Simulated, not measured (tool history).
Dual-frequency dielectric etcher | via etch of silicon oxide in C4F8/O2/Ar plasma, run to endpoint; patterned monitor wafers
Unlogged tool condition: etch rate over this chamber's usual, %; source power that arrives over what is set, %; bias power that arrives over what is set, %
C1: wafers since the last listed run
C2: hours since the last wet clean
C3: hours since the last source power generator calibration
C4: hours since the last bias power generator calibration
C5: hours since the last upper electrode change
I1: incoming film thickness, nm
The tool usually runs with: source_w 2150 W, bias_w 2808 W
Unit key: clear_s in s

run 1 day=0.000 | source_w=2000 bias_w=2581 | C1=0 C2=235.6 C3=4118.2 C4=2093.8 C5=4248.4 | I1=1185.4 | clear_s=215.1
run 2 day=0.800 | source_w=2150 bias_w=2808 | C1=70 C2=254.8 C3=4137.4 C4=2113.0 C5=4267.6 | I1=1208.7 | clear_s=208.9
run 3 day=1.829 | source_w=2150 bias_w=2808 | C1=90 C2=279.5 C3=4162.1 C4=2137.7 C5=4292.3 | I1=1205.6 | clear_s=207.2
run 4 day=3.042 | source_w=2150 bias_w=2497 | C1=106 C2=308.6 C3=4191.2 C4=2166.8 C5=4321.4 | I1=1195.8 | clear_s=216.7
run 5 day=3.767 | source_w=2150 bias_w=2497 | C1=63 C2=326.0 C3=4208.6 C4=2184.2 C5=4338.8 | I1=1196.9 | clear_s=217.1
-- day=5.388 wet clean of the chamber
run 6 day=5.408 | source_w=2150 bias_w=2497 | C1=56 C2=0.5 C3=4248.0 C4=2223.6 C5=4378.2 | I1=1189.4 | clear_s=212.8
run 7 day=5.425 | source_w=2150 bias_w=2808 | C1=1 C2=0.9 C3=4248.4 C4=2224.0 C5=4378.6 | I1=1194.5 | clear_s=203.5
run 8 day=6.396 | source_w=2150 bias_w=2808 | C1=85 C2=24.2 C3=4271.7 C4=2247.3 C5=4401.9 | I1=1204.7 | clear_s=205.9
run 9 day=7.292 | source_w=2150 bias_w=2808 | C1=78 C2=45.7 C3=4293.2 C4=2268.8 C5=4423.4 | I1=1184.1 | clear_s=201.8
run 10 day=8.662 | source_w=2150 bias_w=3335 | C1=120 C2=78.6 C3=4326.1 C4=2301.7 C5=4456.3 | I1=1198.1 | clear_s=189.9
run 11 day=9.254 | source_w=2150 bias_w=3335 | C1=51 C2=92.8 C3=4340.3 C4=2315.9 C5=4470.5 | I1=1190.8 | clear_s=189.1
run 12 day=10.017 | source_w=2150 bias_w=2808 | C1=66 C2=111.1 C3=4358.6 C4=2334.2 C5=4488.8 | I1=1178.8 | clear_s=202.6
run 13 day=11.512 | source_w=2150 bias_w=2808 | C1=131 C2=147.0 C3=4394.5 C4=2370.1 C5=4524.7 | I1=1186.3 | clear_s=203.6
run 14 day=12.988 | source_w=2150 bias_w=2808 | C1=129 C2=182.4 C3=4429.9 C4=2405.5 C5=4560.1 | I1=1185.2 | clear_s=203.8
-- day=13.438 bias power generator calibrated
run 15 day=13.708 | source_w=2150 bias_w=2808 | C1=48 C2=199.7 C3=4447.2 C4=6.5 C5=4577.4 | I1=1197.8 | clear_s=204.7
run 16 day=14.754 | source_w=2150 bias_w=2808 | C1=91 C2=224.8 C3=4472.3 C4=31.6 C5=4602.5 | I1=1193.6 | clear_s=204.6
run 17 day=15.775 | source_w=2150 bias_w=2808 | C1=89 C2=249.3 C3=4496.8 C4=56.1 C5=4627.0 | I1=1193.8 | clear_s=206.2
run 18 day=16.917 | source_w=2150 bias_w=2808 | C1=99 C2=276.7 C3=4524.2 C4=83.5 C5=4654.4 | I1=1190.3 | clear_s=205.9
run 19 day=17.525 | source_w=2560 bias_w=2465 | C1=53 C2=291.3 C3=4538.8 C4=98.1 C5=4669.0 | I1=1198.9 | clear_s=208.7

For run 20, what comes out?
run 20 day=18.442 | source_w=2150 bias_w=2276 | C1=80 C2=313.3 C3=4560.8 C4=120.1 C5=4691.0 | I1=1188.0 | clear_s=?

Run 20 measured clear_s 224.4 s.
Were there no unlogged condition in the tool, this run, its random variation unchanged, would have produced clear_s 221.7 s.
